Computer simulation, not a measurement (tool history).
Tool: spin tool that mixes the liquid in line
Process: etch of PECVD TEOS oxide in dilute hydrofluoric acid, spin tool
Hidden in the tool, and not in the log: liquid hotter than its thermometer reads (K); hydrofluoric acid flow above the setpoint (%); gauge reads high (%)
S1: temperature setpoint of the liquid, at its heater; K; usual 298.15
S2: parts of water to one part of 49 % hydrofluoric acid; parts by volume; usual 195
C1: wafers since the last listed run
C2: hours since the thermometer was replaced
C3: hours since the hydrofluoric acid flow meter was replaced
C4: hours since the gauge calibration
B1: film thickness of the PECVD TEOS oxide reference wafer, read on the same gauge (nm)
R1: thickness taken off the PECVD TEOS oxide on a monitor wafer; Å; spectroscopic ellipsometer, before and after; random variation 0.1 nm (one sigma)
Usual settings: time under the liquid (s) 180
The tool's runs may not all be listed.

Run 1, day 0.000: usual settings; C1 0; C2 311.4; C3 1260.2; C4 58.8; B1 109.99. Result: R1 206.3 Å.
Run 2, day 0.667: usual settings; C1 95; C2 327.4; C3 1276.2; C4 74.8; B1 110.00. Result: R1 205.9 Å.
Run 3, day 1.233: usual settings but time under the liquid (s) 265; C1 81; C2 341.0; C3 1289.8; C4 88.4; B1 110.00. Result: R1 304.2 Å.
Run 4, day 1.850: usual settings but time under the liquid (s) 265; C1 88; C2 355.8; C3 1304.6; C4 103.2; B1 110.00. Result: R1 303.4 Å.
Run 5, day 2.296: usual settings but time under the liquid (s) 265; C1 64; C2 366.5; C3 1315.3; C4 113.9; B1 109.99. Result: R1 305.1 Å.
Run 6, day 2.842: usual settings but S2 220 parts by volume, time under the liquid (s) 210; C1 78; C2 379.6; C3 1328.4; C4 127.0; B1 110.01. Result: R1 208.8 Å.
Run 7, day 4.538: usual settings; C1 243; C2 420.3; C3 1369.1; C4 167.7; B1 110.00. Result: R1 208.5 Å.
Run 8, day 4.908: usual settings; C1 53; C2 429.2; C3 1378.0; C4 176.6; B1 110.01. Result: R1 208.5 Å.
Run 9, day 5.488: usual settings; C1 83; C2 443.1; C3 1391.9; C4 190.5; B1 110.03. Result: R1 208.6 Å.
Run 10, day 5.788: usual settings; C1 43; C2 450.3; C3 1399.1; C4 197.7; B1 109.99. Result: R1 209.6 Å.
Run 11, day 6.167: usual settings; C1 54; C2 459.4; C3 1408.2; C4 206.8; B1 109.97. Result: R1 209.2 Å.
At day 6.254: hydrofluoric acid flow meter replaced.
Run 12, day 6.746: usual settings; C1 77; C2 473.3; C3 11.8; C4 220.7; B1 109.98. Result: R1 208.7 Å.
Run 13, day 7.350: usual settings; C1 86; C2 487.8; C3 26.3; C4 235.2; B1 109.98. Result: R1 211.1 Å.
Run 14, day 7.646: usual settings but time under the liquid (s) 80; C1 42; C2 494.9; C3 33.4; C4 242.3; B1 110.00. Result: R1 94.1 Å.
At day 7.692: thermometer replaced.
Run 15, day 8.217: usual settings but S1 301.15 K, S2 165 parts by volume, time under the liquid (s) 265; C1 76; C2 12.6; C3 47.1; C4 256.0; B1 109.99. Result: R1 403.7 Å.
At day 8.221: gauge calibrated.
Run 16, day 8.875: usual settings; C1 94; C2 28.4; C3 62.9; C4 15.7; B1 109.99. Result: R1 201.9 Å.
Run 17, day 9.396: usual settings but S1 303.15 K, S2 125 parts by volume, time under the liquid (s) 140; C1 74; C2 40.9; C3 75.4; C4 28.2; B1 110.00. Result: R1 321.3 Å.
Run 18, day 9.704: usual settings but S2 275 parts by volume; C1 44; C2 48.3; C3 82.8; C4 35.6; B1 110.00. Result: R1 131.7 Å.
Run 19, day 10.446: usual settings but S1 293.15 K, S2 155 parts by volume, time under the liquid (s) 115; C1 106; C2 66.1; C3 100.6; C4 53.4; B1 109.99. Result: R1 141.0 Å.
Run 20, day 10.883: usual settings but S1 296.15 K, S2 125 parts by volume, time under the liquid (s) 90; C1 62; C2 76.6; C3 111.1; C4 63.9; B1 109.98. Result: R1 156.9 Å.
Run 21, day 11.354: usual settings but S1 302.15 K, S2 260 parts by volume, time under the liquid (s) 265; C1 67; C2 87.9; C3 122.4; C4 75.2; B1 109.98. Result: R1 238.5 Å.
Run 22, day 11.979: usual settings but S1 300.65 K, S2 280 parts by volume, time under the liquid (s) 130; C1 89; C2 102.9; C3 137.4; C4 90.2; B1 109.99. Result: R1 102.2 Å.
Run 23, day 12.696: usual settings but S1 301.65 K; C1 103; C2 120.1; C3 154.6; C4 107.4; B1 110.01. Result: R1 231.8 Å.
Run 24, day 13.692: usual settings but time under the liquid (s) 115; C1 143; C2 144.0; C3 178.5; C4 131.3; B1 110.02. Result: R1 132.0 Å.

Some steps in R1 between neighbouring runs. How much of each would the tool show without its hidden state too (settings, what came in, random variation), and how much is left for the hidden state, with any gauge scatter that isn't in both results?
Run 2 -> 3: time under the liquid (s) 180 -> 265. R1 +98.3 Å: hidden state +3.7, all else +94.6.
Run 13 -> 14: time under the liquid (s) 180 -> 80. R1 -117.0 Å: hidden state -5.4, all else -111.6.
Run 14 -> 15: S1 298.15 -> 301.15, S2 195 -> 165, time under the liquid (s) 80 -> 265, thermometer replaced. R1 +309.6 Å: hidden state -1.7, all else +311.3.
Run 15 -> 16: S1 301.15 -> 298.15, S2 165 -> 195, time under the liquid (s) 265 -> 180, gauge calibrated. R1 -201.8 Å: hidden state -1.1, all else -200.7.

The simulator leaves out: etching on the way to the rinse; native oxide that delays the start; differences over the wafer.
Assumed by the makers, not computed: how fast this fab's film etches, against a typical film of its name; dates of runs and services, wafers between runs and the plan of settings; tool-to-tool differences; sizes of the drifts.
